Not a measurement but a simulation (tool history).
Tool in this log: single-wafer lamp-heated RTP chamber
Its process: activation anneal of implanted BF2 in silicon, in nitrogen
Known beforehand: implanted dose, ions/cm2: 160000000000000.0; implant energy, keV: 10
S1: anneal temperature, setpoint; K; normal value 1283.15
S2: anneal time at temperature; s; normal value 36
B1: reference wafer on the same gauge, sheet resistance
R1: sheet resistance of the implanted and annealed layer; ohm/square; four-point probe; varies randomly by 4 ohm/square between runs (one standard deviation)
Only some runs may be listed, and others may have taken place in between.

run 1 hour=0.0 | S1=1283.15 S2=36 | B1=822.54 | R1=739.52
run 2 hour=59.8 | S1=1283.15 S2=36 | B1=821.74 | R1=738.03
run 3 hour=97.2 | S1=1283.15 S2=36 | B1=819.38 | R1=737.80
run 4 hour=156.7 | S1=1283.15 S2=36 | B1=817.80 | R1=726.12
-- hour=167.1 pyrometer window cleaned and pyrometer calibrated
run 5 hour=189.7 | S1=1295.15 S2=53 | B1=815.84 | R1=712.55
run 6 hour=215.0 | S1=1295.15 S2=53 | B1=815.39 | R1=710.51
run 7 hour=270.1 | S1=1295.15 S2=53 | B1=814.30 | R1=710.34
run 8 hour=316.8 | S1=1283.15 S2=29 | B1=809.82 | R1=729.79
-- hour=335.0 reflector plate cleaned
-- hour=337.8 gauge calibrated
run 9 hour=370.3 | S1=1255.15 S2=36 | B1=835.25 | R1=757.93
run 10 hour=565.7 | S1=1261.15 S2=55 | B1=833.22 | R1=747.15
-- hour=574.7 pyrometer window cleaned and pyrometer calibrated
run 11 hour=598.5 | S1=1308.15 S2=43 | B1=832.20 | R1=732.41
run 12 hour=652.0 | S1=1275.15 S2=27 | B1=831.42 | R1=763.17

Predict the results of run 13:
run 13 hour=689.6 | S1=1283.15 S2=36 | B1=? | R1=?

{"run 13": {"B1": 831.87, "R1": 753.22}}
Take away the tool's hidden state, keep the run-to-run variation as it was, and the same run would have given R1 753.82 ohm/square.
